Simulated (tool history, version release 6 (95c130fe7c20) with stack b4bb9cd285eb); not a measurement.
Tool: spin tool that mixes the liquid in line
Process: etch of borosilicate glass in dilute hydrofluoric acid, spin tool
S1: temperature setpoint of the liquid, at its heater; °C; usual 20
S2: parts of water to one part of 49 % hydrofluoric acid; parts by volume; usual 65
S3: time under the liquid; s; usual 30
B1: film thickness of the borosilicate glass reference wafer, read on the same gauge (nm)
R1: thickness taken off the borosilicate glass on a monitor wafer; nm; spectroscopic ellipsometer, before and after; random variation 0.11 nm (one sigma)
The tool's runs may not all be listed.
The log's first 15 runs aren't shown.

Run 16, day 17.292: usual settings but S1 21.5 °C, S2 55 parts by volume; B1 59.95. Result: R1 17.02 nm.
Run 17, day 18.721: usual settings but S2 85 parts by volume; B1 60.03. Result: R1 10.11 nm.
Run 18, day 19.25: usual settings; B1 59.97. Result: R1 13.47 nm.
At day 19.579: thermometer replaced.
Run 19, day 19.842: usual settings but S1 23.5 °C, S3 40 s; B1 60. Result: R1 21.78 nm.
Run 20, day 21.296: usual settings but S1 25 °C; B1 60.01. Result: R1 17.54 nm.
Run 21, day 22.258: usual settings but S2 50 parts by volume, S3 15 s; B1 60. Result: R1 9.37 nm.
Run 22, day 23.029: usual settings but S1 22 °C, S2 50 parts by volume, S3 15 s; B1 60.05. Result: R1 10.16 nm.
Run 23, day 24.433: usual settings but S2 80 parts by volume; B1 59.99. Result: R1 11.31 nm.
Run 24, day 28.8: usual settings but S1 22.5 °C, S2 95 parts by volume, S3 45 s; B1 59.97. Result: R1 15.58 nm.
Run 25, day 30.104: usual settings but S2 45 parts by volume; B1 59.97. Result: R1 20.81 nm.
Run 26, day 31.208: usual settings but S1 22.5 °C, S2 90 parts by volume, S3 20 s; B1 60.01. Result: R1 7.24 nm.
Run 27, day 31.846: usual settings but S1 23.5 °C, S2 55 parts by volume, S3 25 s; B1 60. Result: R1 16.19 nm.
Run 28, day 32.725: usual settings; B1 59.97. Result: R1 14.2 nm.
Run 29, day 33.642: usual settings but S1 21.5 °C, S2 90 parts by volume, S3 40 s; B1 59.97. Result: R1 13.88 nm.
Run 30, day 34.283: usual settings but S2 55 parts by volume, S3 15 s; B1 59.99. Result: R1 8.3 nm.
Run 31, day 35.212: usual settings but S1 17 °C, S2 50 parts by volume, S3 40 s; B1 59.96. Result: R1 21.61 nm.
Run 32, day 36.629: usual settings but S1 18.5 °C, S2 50 parts by volume, S3 20 s; B1 59.97. Result: R1 11.46 nm.
Run 33, day 37.571: usual settings but S1 17.5 °C; B1 60.01. Result: R1 12.67 nm.
Run 34, day 38.108: usual settings but S1 21.5 °C, S2 40 parts by volume; B1 59.99. Result: R1 24.89 nm.

3 ways to go on from here, each from the tool as it stands after run 34. What would each give?
Run A, day 38.125: usual settings; B1 ?. Result: R1 ?.
Run B, day 38.125: usual settings but S2 45 parts by volume, S3 35 s; B1 ?. Result: R1 ?.
Run C, day 38.125: usual settings but S2 50 parts by volume, S3 45 s; B1 ?. Result: R1 ?.

run     B1     R1
  A  60.01  13.98
  B  60.01  24.09
  C  60.01  27.72
Without the tool's hidden state the same runs would have given:
run     R1
  A  14.16
  B  24.44
  C  28.12

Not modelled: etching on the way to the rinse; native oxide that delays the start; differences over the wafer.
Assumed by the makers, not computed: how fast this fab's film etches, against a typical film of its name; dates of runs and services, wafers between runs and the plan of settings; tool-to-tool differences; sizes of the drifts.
